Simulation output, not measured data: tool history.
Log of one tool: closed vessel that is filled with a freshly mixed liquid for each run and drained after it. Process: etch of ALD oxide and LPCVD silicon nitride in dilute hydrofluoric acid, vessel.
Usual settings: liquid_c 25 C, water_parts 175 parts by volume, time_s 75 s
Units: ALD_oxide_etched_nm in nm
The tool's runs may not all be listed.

run   hour  liquid_c  water_parts  time_s  read-back film thickness of the ALD oxide reference wafer, read on the same gauge (nm)  ALD_oxide_etched_nm
  1      0        25          175      75                                                                                  120.03                 5.58
  2   67.9        25          175      75                                                                                  120.03                  5.6
  3  105.9        25          175      75                                                                                  120.03                 5.54
  4  153.8      28.5          175      75                                                                                  120.01                 6.19
  5  201.1      28.5          175      75                                                                                     120                 6.27
  6  247.4      28.5          175      75                                                                                  120.01                 6.24
     294.3  -- gauge calibrated
  7  316.7        25          175      75                                                                                     120                 5.36
  8  382.4      23.5          175      75                                                                                  120.01                 5.03
  9  431.3      21.5          150      30                                                                                     120                 2.25
     441.4  -- hydrofluoric acid flow meter replaced
 10  485.7        23          200      60                                                                                  119.99                 3.49
 11  523.5      28.5          175      75                                                                                  120.01                 6.18
       537  -- thermometer replaced
 12  577.6        22          100      90                                                                                  120.01                11.81
 13  641.6      28.5          175      75                                                                                  119.99                 6.51
 14  700.3        29          125      65                                                                                  119.99                  8.6

Run 15 comes next. What will it give?
 15   731        25          175     110                                                                                       ?                    ?

{"run 15": {"read-back film thickness of the ALD oxide reference wafer, read on the same gauge (nm)": 119.98, "ALD_oxide_etched_nm": 8.42}}
Without the tool's hidden state the same run would have given ALD_oxide_etched_nm 8.67 nm.
